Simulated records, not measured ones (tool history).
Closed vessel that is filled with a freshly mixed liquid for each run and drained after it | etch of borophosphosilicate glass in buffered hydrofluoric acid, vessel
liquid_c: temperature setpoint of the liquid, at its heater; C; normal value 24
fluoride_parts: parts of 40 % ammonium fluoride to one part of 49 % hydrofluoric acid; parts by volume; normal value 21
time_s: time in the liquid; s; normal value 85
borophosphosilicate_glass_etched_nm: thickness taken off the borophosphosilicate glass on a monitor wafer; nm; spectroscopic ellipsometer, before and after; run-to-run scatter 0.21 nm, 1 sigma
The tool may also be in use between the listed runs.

| run | hour | liquid_c | fluoride_parts | time_s | wafers since the last listed run | hours since the thermometer was replaced | hours since the hydrofluoric acid flow meter was replaced | hours since the gauge calibration | read-back film thickness of the borophosphosilicate glass reference wafer, read on the same gauge (nm) | borophosphosilicate_glass_etched_nm |
|---|---|---|---|---|---|---|---|---|---|---|
| 1 | 0 | 24 | 21 | 50 | 0 | 2560.3 | 1747.5 | 154.4 | 139.93 | 36.77 |
| 2 | 31.8 | 24 | 18.5 | 85 | 2702 | 2592.1 | 1779.3 | 186.2 | 139.99 | 69.16 |
| 3 | 46.1 | 24 | 21 | 85 | 1215 | 2606.4 | 1793.6 | 200.5 | 140 | 62.49 |
| 4 | 68.7 | 24 | 21 | 85 | 1920 | 2629 | 1816.2 | 223.1 | 139.98 | 62.93 |
| 5 | 104.3 | 24 | 21 | 85 | 3025 | 2664.6 | 1851.8 | 258.7 | 139.99 | 62.18 |
| 6 | 136.6 | 22.5 | 21 | 85 | 2744 | 2696.9 | 1884.1 | 291 | 139.98 | 57.66 |
| 7 | 153 | 20.5 | 21 | 85 | 1393 | 2713.3 | 1900.5 | 307.4 | 139.95 | 51.67 |
| 8 | 171.1 | 20.5 | 21 | 85 | 1538 | 2731.4 | 1918.6 | 325.5 | 139.98 | 51.65 |
|  | 174.2 | thermometer replaced |
|  | 205.2 | gauge calibrated |
| 9 | 206.1 | 24 | 26.5 | 125 | 2889 | 31.9 | 1953.6 | 0.9 | 140 | 85.22 |
| 10 | 234.8 | 22.5 | 29 | 85 | 2438 | 60.6 | 1982.3 | 29.6 | 139.97 | 50.54 |
|  | 245.3 | thermometer replaced, repeated, since the last time left the tool worse |
| 11 | 251.4 | 19.5 | 27 | 70 | 1325 | 6.1 | 1998.9 | 46.2 | 139.99 | 31.09 |
| 12 | 278.8 | 24 | 21 | 85 | 2328 | 33.5 | 2026.3 | 73.6 | 139.97 | 57.59 |
|  | 281.7 | hydrofluoric acid flow meter replaced |
| 13 | 302.3 | 24 | 21 | 85 | 1912 | 57 | 20.6 | 97.1 | 140.01 | 57.65 |
| 14 | 325.9 | 24 | 29 | 85 | 2005 | 80.6 | 44.2 | 120.7 | 140.02 | 46.42 |
| 15 | 343.6 | 24 | 21 | 85 | 1504 | 98.3 | 61.9 | 138.4 | 140 | 57.56 |
| 16 | 379.2 | 20.5 | 14 | 85 | 3025 | 133.9 | 97.5 | 174 | 140 | 70.48 |

Some steps in borophosphosilicate_glass_etched_nm between neighbouring runs. How much of each would the tool show without its hidden state too (settings, what came in, random variation), and how much is left for the hidden state, with any gauge scatter that isn't in both results?
The tool's hidden condition here consists of: liquid hotter than its thermometer reads (K); hydrofluoric acid flow above the setpoint (%); gauge reads high (%).
Run 8 -> 9: liquid_c 20.5 -> 24, fluoride_parts 21 -> 26.5, time_s 85 -> 125, thermometer replaced, gauge calibrated. borophosphosilicate_glass_etched_nm +33.57 nm: hidden state +9.05, all else +24.52.
Run 9 -> 10: liquid_c 24 -> 22.5, fluoride_parts 26.5 -> 29, time_s 125 -> 85. borophosphosilicate_glass_etched_nm -34.68 nm: hidden state -5.44, all else -29.24.

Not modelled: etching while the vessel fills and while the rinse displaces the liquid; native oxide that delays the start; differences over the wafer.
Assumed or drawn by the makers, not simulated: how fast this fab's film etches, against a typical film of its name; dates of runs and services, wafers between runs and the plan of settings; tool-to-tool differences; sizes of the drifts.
